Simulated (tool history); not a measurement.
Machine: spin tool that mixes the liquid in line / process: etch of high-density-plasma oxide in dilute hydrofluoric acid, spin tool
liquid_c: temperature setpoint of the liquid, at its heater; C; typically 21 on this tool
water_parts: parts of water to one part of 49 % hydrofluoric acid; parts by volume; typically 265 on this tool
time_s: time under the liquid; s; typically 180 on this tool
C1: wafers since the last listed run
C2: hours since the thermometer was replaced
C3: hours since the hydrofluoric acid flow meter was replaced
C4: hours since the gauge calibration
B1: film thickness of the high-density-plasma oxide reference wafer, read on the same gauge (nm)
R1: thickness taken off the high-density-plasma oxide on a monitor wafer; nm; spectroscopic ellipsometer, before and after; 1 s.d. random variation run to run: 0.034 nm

Run 1, hour 0: usual settings but liquid_c 23.5 C; C1 0; C2 350.2; C3 897.4; C4 1056.1; B1 109.966. Result: R1 2.877 nm.
At hour 15.8: gauge calibrated.
Run 2, hour 87.2: usual settings but liquid_c 23.5 C; C1 459; C2 437.4; C3 984.6; C4 71.4; B1 110.045. Result: R1 2.91 nm.
At hour 143.2: hydrofluoric acid flow meter replaced.
Run 3, hour 154.9: usual settings but liquid_c 23.5 C; C1 351; C2 505.1; C3 11.7; C4 139.1; B1 110.014. Result: R1 2.948 nm.
Run 4, hour 235.4: usual settings; C1 424; C2 585.6; C3 92.2; C4 219.6; B1 110.008. Result: R1 2.674 nm.
Run 5, hour 306: usual settings; C1 371; C2 656.2; C3 162.8; C4 290.2; B1 110.001. Result: R1 2.724 nm.
Run 6, hour 381.4: usual settings; C1 397; C2 731.6; C3 238.2; C4 365.6; B1 110.006. Result: R1 2.638 nm.
Run 7, hour 448: usual settings; C1 350; C2 798.2; C3 304.8; C4 432.2; B1 109.995. Result: R1 2.649 nm.
Run 8, hour 505.5: usual settings; C1 302; C2 855.7; C3 362.3; C4 489.7; B1 109.978. Result: R1 2.685 nm.
Run 9, hour 589.6: usual settings; C1 443; C2 939.8; C3 446.4; C4 573.8; B1 109.982. Result: R1 2.724 nm.
Run 10, hour 677: usual settings; C1 460; C2 1027.2; C3 533.8; C4 661.2; B1 109.996. Result: R1 2.693 nm.
At hour 767.5: thermometer replaced.
Run 11, hour 784.7: usual settings but time_s 70 s; C1 562; C2 17.2; C3 641.5; C4 768.9; B1 110.006. Result: R1 1.037 nm.
Run 12, hour 889.7: usual settings; C1 553; C2 122.2; C3 746.5; C4 873.9; B1 109.98. Result: R1 2.668 nm.
At hour 942: hydrofluoric acid flow meter replaced.
Run 13, hour 956.7: usual settings but time_s 260 s; C1 347; C2 189.2; C3 14.7; C4 940.9; B1 110.022. Result: R1 3.941 nm.
Run 14, hour 1055.8: usual settings; C1 522; C2 288.3; C3 113.8; C4 1040; B1 110.012. Result: R1 2.66 nm.
At hour 1075.9: gauge calibrated.
Run 15, hour 1144.9: usual settings but water_parts 180 parts by volume, time_s 125 s; C1 469; C2 377.4; C3 202.9; C4 69; B1 109.996. Result: R1 2.918 nm.
Run 16, hour 1367.5: usual settings but liquid_c 25 C, time_s 230 s; C1 1172; C2 600; C3 425.5; C4 291.6; B1 109.98. Result: R1 3.968 nm.
Run 17, hour 1442.2: usual settings but liquid_c 17.5 C, water_parts 365 parts by volume, time_s 265 s; C1 393; C2 674.7; C3 500.2; C4 366.3; B1 109.996. Result: R1 2.289 nm.
Run 18, hour 1507.3: usual settings but water_parts 165 parts by volume, time_s 110 s; C1 342; C2 739.8; C3 565.3; C4 431.4; B1 109.996. Result: R1 2.955 nm.
Run 19, hour 1553.2: usual settings; C1 241; C2 785.7; C3 611.2; C4 477.3; B1 110.003. Result: R1 2.667 nm.
Run 20, hour 1606.4: usual settings but time_s 145 s; C1 280; C2 838.9; C3 664.4; C4 530.5; B1 109.991. Result: R1 2.138 nm.

Across each entry between runs, compare the hidden state at the last listed run before it with the hidden state at the first listed run after it:
From run 1 to run 2: gauge calibrated (hour 15.8)
  both runs share identical hidden conditions
From run 2 to run 3: hydrofluoric acid flow meter replaced (hour 143.2)
  both runs share identical hidden conditions
From run 10 to run 11: thermometer replaced (hour 767.5)
  both runs share identical hidden conditions
From run 12 to run 13: hydrofluoric acid flow meter replaced (hour 942)
  both runs share identical hidden conditions
From run 14 to run 15: gauge calibrated (hour 1075.9)
  both runs share identical hidden conditions
